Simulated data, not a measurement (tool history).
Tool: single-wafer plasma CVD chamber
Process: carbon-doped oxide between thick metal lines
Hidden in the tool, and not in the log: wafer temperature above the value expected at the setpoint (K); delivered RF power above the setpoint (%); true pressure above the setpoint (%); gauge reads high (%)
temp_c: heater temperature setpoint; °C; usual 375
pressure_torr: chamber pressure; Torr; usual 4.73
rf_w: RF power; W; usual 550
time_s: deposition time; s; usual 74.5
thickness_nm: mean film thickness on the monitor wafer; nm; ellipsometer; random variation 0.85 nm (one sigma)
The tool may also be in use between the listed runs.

run   hour  temp_c  pressure_torr  rf_w  time_s  wafers since the last listed run  hours since the last thermocouple change  hours since the last RF generator calibration  hours since the last manometer calibration  hours since the showerhead was replaced  hours since the gauge calibration  read-back reference wafer on the same gauge, thickness_nm  thickness_nm
  1      0     375           4.73   520    64.4                                 0                                      2160                                         1632.6                                      1345.4                                   4023.1                              615.9                                                    433.764       306.491
  2   32.9     375           4.73   520    64.4                               320                                    2192.9                                         1665.5                                      1378.3                                     4056                              648.8                                                    434.019        308.03
  3   54.8     375           5.02   550    74.5                               213                                    2214.8                                         1687.4                                      1400.2                                   4077.9                              670.7                                                    433.789       367.872
  4   81.6     375           4.73   550    74.5                               261                                    2241.6                                         1714.2                                        1427                                   4104.7                              697.5                                                    433.832       365.586
  5  112.3     375           4.73   550    74.5                               299                                    2272.3                                         1744.9                                      1457.7                                   4135.4                              728.2                                                    433.585       363.336
  6  148.3     375           4.73   550    74.5                               350                                    2308.3                                         1780.9                                      1493.7                                   4171.4                              764.2                                                    434.174       365.202
  7  177.6     375           4.73   550    74.5                               285                                    2337.6                                         1810.2                                        1523                                   4200.7                              793.5                                                    433.993       363.732
  8  208.5     375           4.73   550    74.5                               301                                    2368.5                                         1841.1                                      1553.9                                   4231.6                              824.4                                                    434.264       364.191
  9  220.5     375           4.73   550    74.5                               116                                    2380.5                                         1853.1                                      1565.9                                   4243.6                              836.4                                                     433.88       364.007
     248.7  -- capacitance manometer re-zeroed and calibrated
     256.5  -- gauge calibrated
     261.9  -- thermocouple changed; heater temperature recalibrated
 10  262.4     375           4.73   550    74.5                               252                                       0.5                                           1895                                        13.7                                   4285.5                                5.9                                                    434.147       364.197
 11  290.8     380           4.73   550    74.5                               276                                      28.9                                         1923.4                                        42.1                                   4313.9                               34.3                                                    433.873       359.423
 12  317.1     380           4.73   550    74.5                               256                                      55.2                                         1949.7                                        68.4                                   4340.2                               60.6                                                    433.922       360.106
 13  337.6     375           5.37   550    74.5                               199                                      75.7                                         1970.2                                        88.9                                   4360.7                               81.1                                                     433.78       368.067
 14  350.7     375           4.73   550    74.5                               127                                      88.8                                         1983.3                                         102                                   4373.8                               94.2                                                    433.816       362.765
 15  369.8     361           4.28   655    86.9                               186                                     107.9                                         2002.4                                       121.1                                   4392.9                              113.3                                                    433.846       469.331
 16  386.8     386           4.73   550    81.7                               165                                     124.9                                         2019.4                                       138.1                                   4409.9                              130.3                                                    433.808       388.114
 17  414.9     362           4.73   550    74.5                               273                                       153                                         2047.5                                       166.2                                     4438                              158.4                                                    433.957       374.758
 18  450.1     375           4.73   550    74.5                               343                                     188.2                                         2082.7                                       201.4                                   4473.2                              193.6                                                    434.333       362.556
     461.8  -- showerhead replaced
 19  465.9     375           4.73   550      89                                76                                       204                                         2098.5                                       217.2                                      4.1                              209.4                                                    433.882       432.224
 20  489.4     381           4.73   550    74.5                               229                                     227.5                                           2122                                       240.7                                     27.6                              232.9                                                    434.155       358.758
       510  -- RF generator calibrated
 21  523.4     375           4.73   550    67.4                               253                                     261.5                                           13.4                                       274.7                                     61.6                              266.9                                                    433.816       339.255
 22  552.2     375           4.73   550    74.5                               280                                     290.3                                           42.2                                       303.5                                     90.4                              295.7                                                    433.735       371.767
 23  575.3     375           4.73   550    74.5                               225                                     313.4                                           65.3                                       326.6                                    113.5                              318.8                                                    434.254        372.87
 24  607.8     382           4.15   615    79.2                               316                                     345.9                                           97.8                                       359.1                                      146                              351.3                                                    434.063       406.911
 25  622.9     375           4.73   550    74.5                               147                                       361                                          112.9                                       374.2                                    161.1                              366.4                                                    434.102       371.229
 26  657.6     387           5.57   610      89                               338                                     395.7                                          147.6                                       408.9                                    195.8                              401.1                                                    434.027       462.263
 27  670.6     386           4.73   550    82.1                               126                                     408.7                                          160.6                                       421.9                                    208.8                              414.1                                                    433.968       398.978

Forecast each of these 5 alternatives for the next run:
  A   671     368           4.73   550    74.5                                 3                                     409.1                                            161                                       422.3                                    209.2                              414.5                                                          ?             ?
  B   671     385           4.73   485    74.5                                 3                                     409.1                                            161                                       422.3                                    209.2                              414.5                                                          ?             ?
  C   671     375           5.83   550    74.5                                 3                                     409.1                                            161                                       422.3                                    209.2                              414.5                                                          ?             ?
  D   671     375           3.67   550    74.5                                 3                                     409.1                                            161                                       422.3                                    209.2                              414.5                                                          ?             ?
  E   671     371           3.63   495    81.8                                 3                                     409.1                                            161                                       422.3                                    209.2                              414.5                                                          ?             ?

run  read-back reference wafer on the same gauge, thickness_nm  thickness_nm
  A                                                    433.955       379.795
  B                                                    433.955       344.774
  C                                                    433.955       381.786
  D                                                    433.955       364.939
  E                                                    433.955       384.134
Without the tool's hidden state the same runs would have given:
run  thickness_nm
  A       380.749
  B       345.659
  C       382.745
  D       365.856
  E       385.099

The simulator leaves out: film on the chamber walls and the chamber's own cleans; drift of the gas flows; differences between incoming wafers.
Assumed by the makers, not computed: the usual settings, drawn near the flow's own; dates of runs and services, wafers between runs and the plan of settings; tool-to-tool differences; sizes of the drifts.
